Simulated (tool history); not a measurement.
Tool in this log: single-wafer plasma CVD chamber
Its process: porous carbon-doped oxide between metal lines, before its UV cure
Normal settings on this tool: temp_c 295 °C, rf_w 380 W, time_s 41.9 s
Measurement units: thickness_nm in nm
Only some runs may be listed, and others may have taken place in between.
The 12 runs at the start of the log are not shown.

run	day	temp_c	rf_w	time_s	read-back reference wafer on the same gauge, thickness_nm	thickness_nm
13	22.85	295	380	41.9	153.432	171.629
14	25.529	295	380	41.9	153.348	172.199
15	27.142	295	380	41.9	153.204	171.818
16	28.254	295	380	41.9	153.088	171.66
# day 33.725: RF generator calibrated
17	35.85	295	405	39.5	152.391	166.579
18	37.225	282	380	38.5	152.158	169.142
# day 38.25: gauge calibrated
19	38.4	302	425	37.5	158.606	163.059
20	40.358	295	380	41.9	158.531	177.304
21	41.971	305	380	41.9	158.567	168.603
22	44.675	295	380	41.9	158.665	177.127
23	47.442	283	315	35.1	158.391	145.303
24	51.333	295	380	41.9	158.595	177.432
25	53.738	308	380	47.3	158.528	187.152
# day 55.938: thermocouple changed; heater temperature recalibrated
# day 57.542: showerhead replaced
26	61.838	295	380	37.2	158.391	157.509
27	63.625	295	360	41.9	158.318	170.925
28	65.629	303	380	35.3	158.382	144.234
29	67.158	287	320	36.7	158.403	148.97
30	69.658	295	380	41.9	158.091	177.453
31	71.342	295	430	37.1	158.047	167.707
32	72.433	286	430	36.4	158.105	171.809
33	80.404	295	380	41.9	157.88	176.389
34	83.033	295	380	41.9	157.708	177.246

The next listed run, before its measurement:
# day 83.421: RF generator calibrated
35	84.417	306	310	41.9	?	?

Run 35 produced read-back reference wafer on the same gauge, thickness_nm 157.847, thickness_nm 150.947 nm.
With no hidden state in the tool, this same run would have given thickness_nm 151.258 nm.
